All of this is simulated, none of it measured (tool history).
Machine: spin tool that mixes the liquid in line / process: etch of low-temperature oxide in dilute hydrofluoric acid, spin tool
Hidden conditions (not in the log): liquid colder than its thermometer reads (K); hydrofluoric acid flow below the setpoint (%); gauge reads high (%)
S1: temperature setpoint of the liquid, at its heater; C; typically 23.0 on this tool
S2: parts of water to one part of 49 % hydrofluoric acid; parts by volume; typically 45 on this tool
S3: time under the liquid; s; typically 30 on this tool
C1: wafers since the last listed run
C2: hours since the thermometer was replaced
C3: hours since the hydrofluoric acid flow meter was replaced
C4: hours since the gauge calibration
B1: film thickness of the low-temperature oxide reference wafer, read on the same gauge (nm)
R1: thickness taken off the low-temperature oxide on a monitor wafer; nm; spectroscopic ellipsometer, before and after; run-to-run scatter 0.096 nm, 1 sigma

run,hour,S1,S2,S3,C1,C2,C3,C4,B1,R1
1,0.0,23.0,55,20,0,1265.1,1137.8,683.9,69.98,9.57
2,54.0,23.0,45,30,892,1319.1,1191.8,737.9,70.00,17.73
3,103.2,23.0,45,30,813,1368.3,1241.0,787.1,69.97,17.73
4,128.3,23.0,45,20,415,1393.4,1266.1,812.2,70.02,11.73
5,182.6,23.0,50,30,897,1447.7,1320.4,866.5,70.01,15.65
6,229.5,23.0,45,30,775,1494.6,1367.3,913.4,70.03,17.68
7,260.5,23.0,45,30,512,1525.6,1398.3,944.4,70.01,17.32
8,290.9,23.0,45,30,502,1556.0,1428.7,974.8,69.99,17.68
9,315.8,23.0,45,30,411,1580.9,1453.6,999.7,70.00,17.43
10,383.8,23.0,45,30,1124,1648.9,1521.6,1067.7,69.97,17.34
11,429.8,23.0,35,30,760,1694.9,1567.6,1113.7,69.99,22.79
12,485.9,23.0,35,30,927,1751.0,1623.7,1169.8,70.00,22.61
13,512.0,23.0,35,30,431,1777.1,1649.8,1195.9,70.00,22.70
14,558.5,26.0,45,30,768,1823.6,1696.3,1242.4,70.00,19.65
15,606.5,23.0,45,30,793,1871.6,1744.3,1290.4,70.03,17.51
16,666.9,23.0,45,30,998,1932.0,1804.7,1350.8,69.98,17.37
# hour 712.9: hydrofluoric acid flow meter replaced
17,738.2,26.0,25,45,1162,2003.3,25.3,1422.1,70.00,56.07
18,766.8,23.0,45,30,472,2031.9,53.9,1450.7,70.00,17.87
# hour 874.9: thermometer replaced
# hour 893.7: gauge calibrated
19,952.4,23.0,45,45,3052,77.5,239.5,58.7,69.98,26.77
20,989.9,19.5,45,30,620,115.0,277.0,96.2,70.00,15.23
21,1042.6,23.0,45,30,871,167.7,329.7,148.9,70.01,17.75

What will run 22 give?
22,1109.2,20.0,45,30,1101,234.3,396.3,215.5,?,?

{"run 22": {"B1": 69.96, "R1": 15.82}}
With the hidden condition absent and the run-to-run variation left alone, this run would have shown R1 16.05 nm.
